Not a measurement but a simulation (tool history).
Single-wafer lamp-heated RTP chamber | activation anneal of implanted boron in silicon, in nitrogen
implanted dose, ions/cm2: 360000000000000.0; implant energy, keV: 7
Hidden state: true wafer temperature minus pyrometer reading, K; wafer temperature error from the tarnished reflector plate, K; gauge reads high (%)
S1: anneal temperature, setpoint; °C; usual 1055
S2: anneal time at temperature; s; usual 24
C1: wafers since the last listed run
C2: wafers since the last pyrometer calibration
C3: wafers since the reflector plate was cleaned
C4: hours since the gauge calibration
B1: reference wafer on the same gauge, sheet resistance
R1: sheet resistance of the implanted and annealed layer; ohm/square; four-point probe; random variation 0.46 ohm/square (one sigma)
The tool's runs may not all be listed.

run,hour,S1,S2,C1,C2,C3,C4,B1,R1
1,0,1055,17,0,2369,1385,1737.7,304.62,312.03
2,29.5,1055,17,357,2726,1743,1767.2,304.79,311.81
3,85.1,1055,17,674,3401,2418,1822.8,305.13,312.21
4,137.4,1044,13,634,4035,3052,1875.1,305.08,313.63
# hour 222.8: reflector plate cleaned
5,241.6,1055,24,1166,5202,228,1979.3,305.66,310.08
6,287,1055,24,550,5752,778,2024.7,305.84,310.47
7,327.4,1055,24,490,6242,1268,2065.1,306.01,309.92
8,365.8,1046,24,465,6708,1734,2103.5,306.22,312.26
# hour 418.3: pyrometer window cleaned and pyrometer calibrated
9,429.1,1046,24,670,131,2405,2166.8,306.6,312.76
10,489.8,1046,24,736,867,3141,2227.5,306.84,313.49
11,529.5,1055,24,481,1349,3622,2267.2,307.05,312.1
12,598.1,1055,24,832,2181,4455,2335.8,307.31,311.92
# hour 624.2: reflector plate cleaned
# hour 641.4: gauge calibrated
13,656.3,1044,24,608,2790,389,14.9,300.26,306.09
14,690,1044,24,408,3198,798,48.6,300.42,305.81
15,738.5,1044,24,588,3787,1386,97.1,300.36,306.02
16,788.6,1055,24,607,4394,1993,147.2,300.68,304.51
17,814.2,1036,36,310,4705,2304,172.8,300.66,305.02
18,883.3,1046,36,838,5543,3142,241.9,300.43,304.2
19,910.1,1031,31,325,5868,3467,268.7,300.41,305.56
# hour 956: pyrometer window cleaned and pyrometer calibrated
20,965,1081,24,568,109,4036,323.6,300.65,302.23
21,997.7,1038,37,396,506,4433,356.3,300.45,303.77
# hour 1045.1: reflector plate cleaned
22,1172.8,1055,24,2026,2532,1548,531.4,300.71,305.44
23,1234.3,1055,24,745,3278,2294,592.9,300.52,305.26
24,1274.6,1055,18,488,3767,2783,633.2,300.5,306.61
25,1342.6,1028,24,824,4592,3607,701.2,300.81,307.5
26,1386.3,1055,24,530,5122,4137,744.9,301.03,305.9
# hour 1431.1: reflector plate cleaned
27,1435.6,1055,24,500,5623,54,794.2,301.08,305.87
# hour 1461.1: pyrometer window cleaned and pyrometer calibrated
28,1504.3,1055,24,736,524,790,862.9,301.02,305.88
29,1540,1082,37,432,957,1223,898.6,301.2,297.28
30,1594.1,1029,15,656,1613,1879,952.7,301.3,309.96
31,1706.7,1040,24,1365,2979,3245,1065.3,301.66,307.45
32,1772.1,1046,17,793,3772,4038,1130.7,301.72,309.28

Hidden state at the last listed run before each entry between runs and at the first one after, where it differs:
Between runs 4 and 5: reflector plate cleaned (hour 222.8)
  gauge reads high (%): 1.73 -> 1.88
  measured less the result without the state, R1: +5.34 -> +5.74 ohm/square
Between runs 8 and 9: pyrometer window cleaned and pyrometer calibrated (hour 418.3)
  gauge reads high (%): 2.08 -> 2.18
  measured less the result without the state, R1: +6.35 -> +6.67 ohm/square
Between runs 12 and 13: reflector plate cleaned (hour 624.2); gauge calibrated (hour 641.4)
  gauge reads high (%): 2.47 -> 0.107
  measured less the result without the state, R1: +7.51 -> +0.33 ohm/square
Between runs 19 and 20: pyrometer window cleaned and pyrometer calibrated (hour 956)
  gauge reads high (%): 0.135 -> 0.147
  measured less the result without the state, R1: +0.41 -> +0.44 ohm/square
Between runs 21 and 22: reflector plate cleaned (hour 1045.1)
  gauge reads high (%): 0.155 -> 0.214
  measured less the result without the state, R1: +0.47 -> +0.66 ohm/square
Between runs 26 and 27: reflector plate cleaned (hour 1431.1)
  gauge reads high (%): 0.318 -> 0.347
  measured less the result without the state, R1: +0.97 -> +1.05 ohm/square
Between runs 27 and 28: pyrometer window cleaned and pyrometer calibrated (hour 1461.1)
  gauge reads high (%): 0.347 -> 0.39
  measured less the result without the state, R1: +1.05 -> +1.19 ohm/square
